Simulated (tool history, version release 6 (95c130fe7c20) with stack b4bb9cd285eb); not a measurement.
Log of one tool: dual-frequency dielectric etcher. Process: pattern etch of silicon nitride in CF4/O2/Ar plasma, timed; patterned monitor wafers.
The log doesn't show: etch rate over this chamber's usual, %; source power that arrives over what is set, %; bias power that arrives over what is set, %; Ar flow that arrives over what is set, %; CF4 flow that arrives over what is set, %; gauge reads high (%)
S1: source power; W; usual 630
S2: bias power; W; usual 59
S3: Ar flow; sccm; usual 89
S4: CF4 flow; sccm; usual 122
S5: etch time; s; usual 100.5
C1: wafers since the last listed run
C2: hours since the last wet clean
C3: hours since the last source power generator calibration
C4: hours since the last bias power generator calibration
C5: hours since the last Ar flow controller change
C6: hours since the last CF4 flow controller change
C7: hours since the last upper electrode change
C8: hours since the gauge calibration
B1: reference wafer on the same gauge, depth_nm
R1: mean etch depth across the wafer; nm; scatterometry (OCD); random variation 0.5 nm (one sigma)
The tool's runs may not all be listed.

run 1 hour=0 | S1=630 S2=59 S3=89 S4=122 S5=100.5 | C1=0 C2=481.1 C3=1798.3 C4=3117.2 C5=3365.4 C6=1539.8 C7=4003.3 C8=177.8 | B1=208 | R1=247.9
run 2 hour=17.7 | S1=630 S2=59 S3=89 S4=122 S5=100.5 | C1=187 C2=498.8 C3=1816 C4=3134.9 C5=3383.1 C6=1557.5 C7=4021 C8=195.5 | B1=208 | R1=249.3
run 3 hour=24 | S1=630 S2=59 S3=89 S4=122 S5=114 | C1=66 C2=505.1 C3=1822.3 C4=3141.2 C5=3389.4 C6=1563.8 C7=4027.3 C8=201.8 | B1=207.8 | R1=282.1
run 4 hour=41.2 | S1=630 S2=59 S3=89 S4=122 S5=114 | C1=181 C2=522.3 C3=1839.5 C4=3158.4 C5=3406.6 C6=1581 C7=4044.5 C8=219 | B1=207.9 | R1=282.5
run 5 hour=48.6 | S1=630 S2=59 S3=89 S4=122 S5=114 | C1=78 C2=529.7 C3=1846.9 C4=3165.8 C5=3414 C6=1588.4 C7=4051.9 C8=226.4 | B1=208 | R1=282.1
run 6 hour=58.4 | S1=630 S2=59 S3=89 S4=116 S5=100.5 | C1=103 C2=539.5 C3=1856.7 C4=3175.6 C5=3423.8 C6=1598.2 C7=4061.7 C8=236.2 | B1=208 | R1=247.3
-- hour=68.6 CF4 flow controller replaced
-- hour=72.1 gauge calibrated
-- hour=72.6 source power generator calibrated
run 7 hour=73.1 | S1=630 S2=59 S3=89 S4=116 S5=100.5 | C1=49 C2=554.2 C3=0.5 C4=3190.3 C5=3438.5 C6=4.5 C7=4076.4 C8=1 | B1=208 | R1=248.2
run 8 hour=98.5 | S1=630 S2=59 S3=89 S4=122 S5=100.5 | C1=268 C2=579.6 C3=25.9 C4=3215.7 C5=3463.9 C6=29.9 C7=4101.8 C8=26.4 | B1=207.9 | R1=250.3
-- hour=121.4 bias power generator calibrated
-- hour=132.4 upper electrode replaced, of another model than before
run 9 hour=132.9 | S1=630 S2=59 S3=73 S4=122 S5=100.5 | C1=205 C2=614 C3=60.3 C4=11.5 C5=3498.3 C6=64.3 C7=0.5 C8=60.8 | B1=207.9 | R1=257
run 10 hour=133.2 | S1=630 S2=59 S3=89 S4=122 S5=100.5 | C1=3 C2=614.3 C3=60.6 C4=11.8 C5=3498.6 C6=64.6 C7=0.8 C8=61.1 | B1=208 | R1=250.8
-- hour=150.2 Ar flow controller replaced
-- hour=158.1 wet clean of the chamber
run 11 hour=158.6 | S1=540 S2=59 S3=81 S4=122 S5=100.5 | C1=121 C2=0.5 C3=86 C4=37.2 C5=8.4 C6=90 C7=26.2 C8=86.5 | B1=208 | R1=225.6
run 12 hour=158.9 | S1=700 S2=54 S3=89 S4=122 S5=100.5 | C1=3 C2=0.8 C3=86.3 C4=37.5 C5=8.7 C6=90.3 C7=26.5 C8=86.8 | B1=208 | R1=240.2
run 13 hour=163.6 | S1=630 S2=65 S3=70 S4=100 S5=126 | C1=49 C2=5.5 C3=91 C4=42.2 C5=13.4 C6=95 C7=31.2 C8=91.5 | B1=208 | R1=315.4
run 14 hour=176.8 | S1=480 S2=49 S3=89 S4=147 S5=100.5 | C1=139 C2=18.7 C3=104.2 C4=55.4 C5=26.6 C6=108.2 C7=44.4 C8=104.7 | B1=208 | R1=198
run 15 hour=189.1 | S1=530 S2=65 S3=89 S4=122 S5=100.5 | C1=129 C2=31 C3=116.5 C4=67.7 C5=38.9 C6=120.5 C7=56.7 C8=117 | B1=208.1 | R1=233.1
run 16 hour=195.7 | S1=630 S2=59 S3=89 S4=122 S5=100.5 | C1=69 C2=37.6 C3=123.1 C4=74.3 C5=45.5 C6=127.1 C7=63.3 C8=123.6 | B1=207.9 | R1=238.7
run 17 hour=206.4 | S1=630 S2=70 S3=101 S4=122 S5=100.5 | C1=113 C2=48.3 C3=133.8 C4=85 C5=56.2 C6=137.8 C7=74 C8=134.3 | B1=207.9 | R1=256.7
run 18 hour=221 | S1=630 S2=59 S3=89 S4=122 S5=100.5 | C1=154 C2=62.9 C3=148.4 C4=99.6 C5=70.8 C6=152.4 C7=88.6 C8=148.9 | B1=207.9 | R1=240

Forecast each of these 4 alternatives for the next run:
run A hour=221.4 | S1=630 S2=59 S3=89 S4=151 S5=100.5 | C1=4 C2=63.3 C3=148.8 C4=100 C5=71.2 C6=152.8 C7=89 C8=149.3 | B1=? | R1=?
run B hour=221.4 | S1=630 S2=59 S3=89 S4=137 S5=100.5 | C1=4 C2=63.3 C3=148.8 C4=100 C5=71.2 C6=152.8 C7=89 C8=149.3 | B1=? | R1=?
run C hour=221.4 | S1=510 S2=47 S3=89 S4=122 S5=100.5 | C1=4 C2=63.3 C3=148.8 C4=100 C5=71.2 C6=152.8 C7=89 C8=149.3 | B1=? | R1=?
run D hour=221.4 | S1=630 S2=59 S3=95 S4=122 S5=100.5 | C1=4 C2=63.3 C3=148.8 C4=100 C5=71.2 C6=152.8 C7=89 C8=149.3 | B1=? | R1=?

run=A B1=207.9 R1=245.1
run=B B1=207.9 R1=242.8
run=C B1=207.9 R1=196
run=D B1=207.9 R1=238.3
Without the tool's hidden state the same runs would have given:
run=A R1=243.4
run=B R1=241.1
run=C R1=194.6
run=D R1=236.6
